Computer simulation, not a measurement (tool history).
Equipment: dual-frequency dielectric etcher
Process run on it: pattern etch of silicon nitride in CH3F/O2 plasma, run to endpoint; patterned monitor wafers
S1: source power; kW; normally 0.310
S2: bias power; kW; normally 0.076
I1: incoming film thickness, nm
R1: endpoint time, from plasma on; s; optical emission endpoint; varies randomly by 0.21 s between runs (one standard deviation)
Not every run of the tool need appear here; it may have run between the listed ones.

run,day,S1,S2,I1,R1
1,0.000,0.310,0.076,55.9,68.8
2,3.704,0.310,0.076,56.6,69.5
3,5.900,0.310,0.081,55.9,66.6
# day 9.692: wet clean of the chamber
4,9.712,0.310,0.081,55.9,67.3
5,11.104,0.310,0.081,55.8,67.4
6,12.662,0.340,0.076,56.0,66.0
7,14.296,0.340,0.076,55.8,66.1
8,18.121,0.260,0.087,56.3,71.1
9,19.917,0.260,0.087,55.8,70.0
10,21.921,0.260,0.087,56.0,70.2
11,26.117,0.310,0.076,55.5,68.4
12,28.104,0.310,0.076,55.1,67.8
13,30.217,0.310,0.076,55.6,68.7
14,33.733,0.310,0.076,55.3,68.5
# day 35.171: wet clean of the chamber
15,37.350,0.310,0.076,56.7,69.8
# day 39.258: source power generator calibrated
16,39.867,0.310,0.076,56.5,68.3
17,42.104,0.340,0.095,55.7,60.0
# day 43.221: upper electrode replaced, of another model than before
18,45.979,0.380,0.060,56.4,68.2
19,50.083,0.310,0.085,56.0,66.4
20,53.079,0.370,0.088,56.1,63.2
# day 56.667: wet clean of the chamber
21,56.688,0.260,0.087,56.4,69.1
22,60.712,0.310,0.076,55.8,67.9
23,73.038,0.310,0.062,55.8,70.9
24,76.150,0.360,0.058,56.6,70.0
25,78.846,0.310,0.076,55.4,67.4
# day 81.629: wet clean of the chamber
26,82.712,0.250,0.091,56.1,68.9
# day 86.467: bias power generator calibrated
27,86.483,0.350,0.092,56.5,63.9
28,88.633,0.310,0.076,55.9,68.3
29,92.492,0.310,0.065,55.7,70.4
30,96.683,0.270,0.061,56.1,73.9
31,98.408,0.390,0.091,56.2,62.1
# day 102.896: wet clean of the chamber
32,108.088,0.310,0.076,56.2,68.6
33,111.438,0.310,0.061,56.0,71.2

Forecast each of these 4 alternatives for the next run:
A,111.458,0.310,0.076,56.4,?
B,111.458,0.260,0.090,56.4,?
C,111.458,0.360,0.057,56.4,?
D,111.458,0.310,0.092,56.4,?

run,R1
A,69.1
B,69.2
C,70.6
D,66.1
With no hidden state in the tool, these same runs would have given:
run,R1
A,68.6
B,68.7
C,70.1
D,65.7
